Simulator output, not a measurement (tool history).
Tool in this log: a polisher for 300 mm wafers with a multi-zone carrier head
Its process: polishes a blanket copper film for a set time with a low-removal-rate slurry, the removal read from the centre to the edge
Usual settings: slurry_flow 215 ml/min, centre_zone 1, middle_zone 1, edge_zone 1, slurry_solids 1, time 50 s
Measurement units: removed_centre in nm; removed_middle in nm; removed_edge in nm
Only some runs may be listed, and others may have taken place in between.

| run | hour | slurry_flow | centre_zone | middle_zone | edge_zone | slurry_solids | time | incoming thickness of the incoming film, nm | removed_centre | removed_middle | removed_edge |
|---|---|---|---|---|---|---|---|---|---|---|---|
| 1 | 0 | 215 | 1.03 | 1 | 1 | 1 | 50 | 1401.9 | 138.9 | 135 | 135.7 |
| 2 | 14.1 | 215 | 1 | 1 | 1 | 1 | 50 | 1400.8 | 132.2 | 132.6 | 134 |
|  | 18.3 | worn pad replaced by a new one |
| 3 | 25.6 | 215 | 1 | 1 | 1 | 1 | 50 | 1376.8 | 142.2 | 143.8 | 145.9 |
| 4 | 34.1 | 215 | 1 | 1 | 1 | 1 | 50 | 1394.9 | 140.1 | 144.3 | 147.2 |
| 5 | 43.9 | 215 | 1 | 1 | 1 | 1 | 50 | 1373.4 | 142.8 | 142.6 | 145.8 |
|  | 54.7 | centre zone pressure recalibrated |
| 6 | 57.4 | 155 | 1 | 1.08 | 1.08 | 0.7 | 50 | 1399.1 | 120.5 | 132.8 | 134.5 |
| 7 | 69.2 | 215 | 1.08 | 1 | 1 | 1.25 | 50 | 1405.2 | 156.3 | 144.5 | 147.7 |
| 8 | 82 | 215 | 1 | 1.09 | 0.94 | 1 | 61 | 1406.2 | 164.9 | 182.7 | 163.8 |
|  | 85.6 | edge zone pressure recalibrated |
| 9 | 104.2 | 240 | 1 | 1 | 1 | 0.7 | 50 | 1381.9 | 126.8 | 126.1 | 128.1 |
|  | 119.7 | worn pad replaced by a new one |
| 10 | 120.2 | 185 | 1 | 1 | 1 | 1 | 50 | 1414.6 | 141.8 | 141.3 | 146.9 |
| 11 | 125.5 | 215 | 1 | 1 | 1 | 1 | 50 | 1396.1 | 144.9 | 146.9 | 146.3 |

Expected results for the next run?
| 12 | 142.2 | 215 | 1 | 1 | 1 | 1 | 50 | 1390.9 | ? | ? | ? |

removed_centre: 143.1 nm
removed_middle: 143.3 nm
removed_edge: 143.8 nm
On a tool with no hidden condition, and with the same random variation, this run would have come out at removed_centre 146.9 nm, removed_middle 147.1 nm, removed_edge 147.7 nm.
